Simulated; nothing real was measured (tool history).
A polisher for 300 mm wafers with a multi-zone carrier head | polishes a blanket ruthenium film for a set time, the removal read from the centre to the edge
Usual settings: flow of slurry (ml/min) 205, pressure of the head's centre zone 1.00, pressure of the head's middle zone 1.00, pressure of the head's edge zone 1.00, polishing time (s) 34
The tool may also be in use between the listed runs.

run,hour,flow of slurry (ml/min),pressure of the head's centre zone,pressure of the head's middle zone,pressure of the head's edge zone,polishing time (s),"incoming thickness of the incoming film, nm",film removed at the wafer's centre (angstrom),film removed at mid-radius (angstrom),film removed at the wafer's edge (angstrom)
1,0.0,205,1.00,1.00,1.00,34,506.4,310,339,335
# hour 5.3: worn pad replaced by a new one
2,14.4,205,1.00,1.00,1.00,34,511.3,311,342,337
3,25.3,205,1.00,0.88,0.90,34,509.8,309,300,317
4,41.8,205,1.00,0.90,1.08,34,512.2,305,303,348
5,51.5,270,1.05,1.00,1.00,34,520.6,328,342,341
# hour 61.6: centre zone pressure recalibrated
6,62.1,205,1.11,1.00,1.00,34,506.2,349,333,335
7,71.7,205,0.91,1.00,1.00,34,507.5,304,338,331
8,88.9,205,1.00,1.00,1.00,34,512.2,331,340,334
9,96.4,205,1.00,0.88,0.90,34,510.3,328,295,319
10,113.8,205,1.00,1.00,1.00,34,513.1,319,341,331
11,119.9,205,1.00,1.00,1.11,34,508.1,327,327,356
12,130.2,235,1.00,1.00,1.00,34,507.0,335,344,340
# hour 136.3: worn pad replaced by a new one
13,139.7,205,1.00,1.00,1.00,34,508.7,323,336,337
14,157.9,170,1.00,1.05,1.04,34,509.7,311,338,340
15,165.7,255,1.10,0.92,1.00,34,504.7,357,320,348
16,182.9,255,1.00,1.00,1.00,34,508.0,329,349,342
17,197.2,155,1.00,1.00,1.00,34,509.2,307,317,322
18,203.4,205,1.00,1.00,1.00,34,503.4,324,336,335
19,211.3,205,1.00,1.00,1.00,34,504.3,316,338,335
20,217.4,140,1.07,1.00,1.00,27,506.9,247,249,249
21,235.2,205,0.97,0.90,0.93,25,506.3,236,226,240
22,242.9,205,0.95,1.00,1.00,34,518.9,309,337,333

Forecast each of these 5 alternatives for the next run:
A,243.3,205,0.89,1.00,1.00,34,514.4,?,?,?
B,243.3,205,1.00,1.07,1.08,24,514.4,?,?,?
C,243.3,145,1.00,1.00,1.00,34,514.4,?,?,?
D,243.3,205,1.00,1.00,0.94,34,514.4,?,?,?
E,243.3,205,1.00,0.90,1.00,22,514.4,?,?,?

run,film removed at the wafer's centre (angstrom),film removed at mid-radius (angstrom),film removed at the wafer's edge (angstrom)
A,292,333,329
B,224,249,241
C,294,311,314
D,317,333,320
E,205,197,213
Without the tool's hidden state the same runs would have given:
run,film removed at the wafer's centre (angstrom),film removed at mid-radius (angstrom),film removed at the wafer's edge (angstrom)
A,301,333,329
B,231,249,241
C,303,311,314
D,327,333,320
E,211,197,213

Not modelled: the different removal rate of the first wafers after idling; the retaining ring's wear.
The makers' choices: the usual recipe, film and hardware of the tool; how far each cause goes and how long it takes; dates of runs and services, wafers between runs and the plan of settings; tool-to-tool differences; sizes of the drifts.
